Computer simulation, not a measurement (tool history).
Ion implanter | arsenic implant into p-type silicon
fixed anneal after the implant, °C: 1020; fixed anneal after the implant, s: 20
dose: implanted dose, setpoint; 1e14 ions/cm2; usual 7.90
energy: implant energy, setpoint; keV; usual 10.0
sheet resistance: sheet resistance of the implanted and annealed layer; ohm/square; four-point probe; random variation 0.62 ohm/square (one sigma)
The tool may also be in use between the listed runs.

| run | hour | dose | energy | read-back reference wafer on the same gauge, sheet resistance | sheet resistance |
|---|---|---|---|---|---|
| 1 | 0.0 | 7.90 | 10.0 | 123.07 | 151.88 |
|  | 15.2 | gauge calibrated |
| 2 | 66.4 | 7.90 | 10.0 | 122.99 | 151.21 |
| 3 | 92.8 | 7.90 | 10.0 | 122.99 | 150.77 |
| 4 | 163.9 | 6.52 | 12.5 | 123.10 | 167.32 |
| 5 | 203.6 | 6.52 | 12.5 | 123.04 | 166.91 |
| 6 | 263.1 | 6.52 | 12.5 | 122.83 | 168.12 |
| 7 | 288.9 | 7.90 | 9.0 | 122.99 | 151.79 |
|  | 339.3 | extraction supply calibrated |
| 8 | 341.9 | 7.90 | 9.0 | 123.05 | 151.12 |
| 9 | 389.9 | 7.90 | 10.0 | 122.87 | 150.38 |
| 10 | 444.6 | 7.90 | 10.0 | 123.00 | 149.83 |
| 11 | 476.5 | 6.53 | 9.0 | 122.88 | 170.58 |
| 12 | 509.4 | 6.53 | 9.0 | 123.04 | 170.13 |
| 13 | 545.7 | 9.02 | 10.0 | 122.98 | 138.38 |
| 14 | 595.6 | 7.07 | 8.0 | 123.08 | 163.07 |
|  | 616.3 | gauge calibrated |
| 15 | 643.8 | 9.63 | 9.0 | 123.01 | 135.23 |
|  | 686.8 | Faraday cup replaced and dose calibrated |
| 16 | 703.9 | 8.74 | 8.0 | 123.04 | 141.78 |
| 17 | 773.8 | 6.73 | 13.0 | 123.10 | 156.71 |
| 18 | 812.2 | 7.90 | 10.0 | 123.05 | 145.88 |
| 19 | 847.5 | 9.29 | 11.0 | 123.04 | 131.94 |
| 20 | 890.4 | 9.50 | 11.5 | 123.01 | 129.98 |
|  | 911.2 | Faraday cup replaced and dose calibrated, repeated, since the last time left the tool worse |
| 21 | 946.4 | 7.11 | 7.0 | 123.01 | 166.87 |
| 22 | 970.5 | 6.11 | 13.5 | 122.99 | 175.71 |
| 23 | 1009.3 | 9.32 | 12.0 | 122.96 | 135.63 |
| 24 | 1044.3 | 8.53 | 7.0 | 123.01 | 150.19 |
| 25 | 1075.2 | 8.74 | 8.0 | 123.01 | 145.19 |

What the log doesn't show, run by run:
deviation of the true energy from its setpoint, %: 0 in every run
gauge reads high (%): 0 in every run
H1: deviation of the true dose from the Faraday cup's reading, %
| run | H1 |
|---|---|
| 1 | 0.97 |
| 2 | 1.16 |
| 3 | 1.24 |
| 4 | 1.46 |
| 5 | 1.59 |
| 6 | 1.79 |
| 7 | 1.88 |
| 8 | 2.08 |
| 9 | 2.26 |
| 10 | 2.47 |
| 11 | 2.6 |
| 12 | 2.73 |
| 13 | 2.88 |
| 14 | 3.1 |
| 15 | 3.31 |
| 16 | 6.43 |
| 17 | 6.44 |
| 18 | 6.45 |
| 19 | 6.47 |
| 20 | 6.49 |
| 21 | 0.162 |
| 22 | 0.165 |
| 23 | 0.173 |
| 24 | 0.184 |
| 25 | 0.196 |
